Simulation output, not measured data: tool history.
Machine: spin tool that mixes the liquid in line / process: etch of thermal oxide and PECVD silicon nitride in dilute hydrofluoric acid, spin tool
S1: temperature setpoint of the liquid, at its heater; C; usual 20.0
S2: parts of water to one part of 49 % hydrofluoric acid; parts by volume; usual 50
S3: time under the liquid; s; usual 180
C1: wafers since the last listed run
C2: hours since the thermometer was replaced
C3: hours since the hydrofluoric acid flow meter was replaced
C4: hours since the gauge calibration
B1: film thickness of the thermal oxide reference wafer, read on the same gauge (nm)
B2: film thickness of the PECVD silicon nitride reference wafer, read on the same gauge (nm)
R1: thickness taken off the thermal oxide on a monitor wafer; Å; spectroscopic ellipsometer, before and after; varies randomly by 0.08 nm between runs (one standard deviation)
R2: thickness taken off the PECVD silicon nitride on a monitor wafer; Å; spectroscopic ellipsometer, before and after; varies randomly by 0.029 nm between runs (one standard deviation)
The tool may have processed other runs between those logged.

| run | day | S1 | S2 | S3 | C1 | C2 | C3 | C4 | B1 | B2 | R1 | R2 |
|---|---|---|---|---|---|---|---|---|---|---|---|---|
| 1 | 0.000 | 20.0 | 50 | 180 | 0 | 2227.2 | 1814.4 | 696.3 | 90.01 | 50.02 | 143.0 | 62.6 |
| 2 | 1.150 | 21.5 | 50 | 180 | 236 | 2254.8 | 1842.0 | 723.9 | 90.00 | 50.01 | 154.4 | 69.1 |
| 3 | 3.900 | 21.5 | 50 | 180 | 564 | 2320.8 | 1908.0 | 789.9 | 90.02 | 49.97 | 152.4 | 68.9 |
| 4 | 5.258 | 21.5 | 50 | 180 | 278 | 2353.4 | 1940.6 | 822.5 | 89.98 | 49.98 | 152.2 | 68.9 |
| 5 | 7.100 | 20.0 | 50 | 215 | 378 | 2397.6 | 1984.8 | 866.7 | 89.97 | 50.03 | 169.3 | 74.4 |
| 6 | 8.533 | 20.0 | 50 | 215 | 294 | 2432.0 | 2019.2 | 901.1 | 89.95 | 49.97 | 170.5 | 73.8 |
| 7 | 9.588 | 20.0 | 50 | 215 | 216 | 2457.3 | 2044.5 | 926.4 | 89.99 | 50.01 | 171.2 | 74.2 |
| 8 | 11.262 | 20.0 | 50 | 180 | 343 | 2497.5 | 2084.7 | 966.6 | 90.01 | 49.98 | 143.6 | 62.0 |
| 9 | 14.167 | 20.0 | 50 | 180 | 596 | 2567.2 | 2154.4 | 1036.3 | 89.98 | 50.03 | 143.2 | 61.4 |
| 10 | 16.229 | 20.0 | 50 | 180 | 423 | 2616.7 | 2203.9 | 1085.8 | 90.04 | 50.00 | 141.7 | 61.9 |
|  | 16.812 | hydrofluoric acid flow meter replaced |
| 11 | 17.900 | 24.0 | 50 | 180 | 334 | 2656.8 | 26.1 | 1125.9 | 90.03 | 49.99 | 179.2 | 86.1 |
| 12 | 20.225 | 24.0 | 50 | 180 | 477 | 2712.6 | 81.9 | 1181.7 | 89.96 | 49.99 | 179.1 | 85.9 |
|  | 22.592 | thermometer replaced |
|  | 23.296 | gauge calibrated |
| 13 | 25.779 | 24.0 | 50 | 180 | 1132 | 76.5 | 215.2 | 59.6 | 90.01 | 50.01 | 177.4 | 85.6 |
| 14 | 26.967 | 24.0 | 35 | 260 | 243 | 105.0 | 243.7 | 88.1 | 90.00 | 50.01 | 374.1 | 174.9 |
| 15 | 29.775 | 20.0 | 50 | 180 | 576 | 172.4 | 311.1 | 155.5 | 90.01 | 50.00 | 150.9 | 64.9 |
| 16 | 31.008 | 17.0 | 60 | 150 | 253 | 202.0 | 340.7 | 185.1 | 89.98 | 50.02 | 90.3 | 36.9 |
| 17 | 33.375 | 17.0 | 75 | 180 | 486 | 258.8 | 397.5 | 241.9 | 89.98 | 49.97 | 85.2 | 35.2 |
| 18 | 35.967 | 18.5 | 70 | 180 | 532 | 321.0 | 459.7 | 304.1 | 90.03 | 50.00 | 98.0 | 42.3 |
| 19 | 38.417 | 25.0 | 65 | 210 | 503 | 379.8 | 518.5 | 362.9 | 89.99 | 50.01 | 160.3 | 82.2 |
| 20 | 40.904 | 25.0 | 70 | 280 | 510 | 439.5 | 578.2 | 422.6 | 90.01 | 50.00 | 198.2 | 101.6 |
| 21 | 42.017 | 22.5 | 50 | 255 | 228 | 466.2 | 604.9 | 449.3 | 89.99 | 50.03 | 235.2 | 108.6 |
| 22 | 44.496 | 17.0 | 65 | 265 | 509 | 525.7 | 664.4 | 508.8 | 90.03 | 50.04 | 146.2 | 59.7 |
| 23 | 45.717 | 20.0 | 50 | 180 | 250 | 555.0 | 693.7 | 538.1 | 89.99 | 50.05 | 147.9 | 64.6 |
| 24 | 47.771 | 20.0 | 65 | 180 | 421 | 604.3 | 743.0 | 587.4 | 89.96 | 49.95 | 112.4 | 49.7 |
| 25 | 49.196 | 18.5 | 70 | 180 | 292 | 638.5 | 777.2 | 621.6 | 90.00 | 50.00 | 97.1 | 41.4 |
| 26 | 50.421 | 20.0 | 50 | 180 | 251 | 667.9 | 806.6 | 651.0 | 89.99 | 49.97 | 147.7 | 64.3 |
| 27 | 51.688 | 20.0 | 50 | 180 | 260 | 698.3 | 837.0 | 681.4 | 90.01 | 49.99 | 145.9 | 64.2 |

Alternative continuations, all from the tool just after run 27; predict every row:
| A | 51.708 | 20.0 | 50 | 180 | 4 | 698.8 | 837.5 | 681.9 | ? | ? | ? | ? |
| B | 51.708 | 20.0 | 55 | 125 | 4 | 698.8 | 837.5 | 681.9 | ? | ? | ? | ? |
| C | 51.708 | 24.5 | 65 | 125 | 4 | 698.8 | 837.5 | 681.9 | ? | ? | ? | ? |

| run | B1 | B2 | R1 | R2 |
|---|---|---|---|---|
| A | 90.00 | 50.00 | 149.1 | 63.8 |
| B | 90.00 | 50.00 | 93.6 | 40.4 |
| C | 90.00 | 50.00 | 94.2 | 46.5 |
Take away the tool's hidden state, keep each run's random variation, and the runs would have read:
| run | R1 | R2 |
|---|---|---|
| A | 152.7 | 65.2 |
| B | 95.8 | 41.3 |
| C | 96.5 | 47.6 |
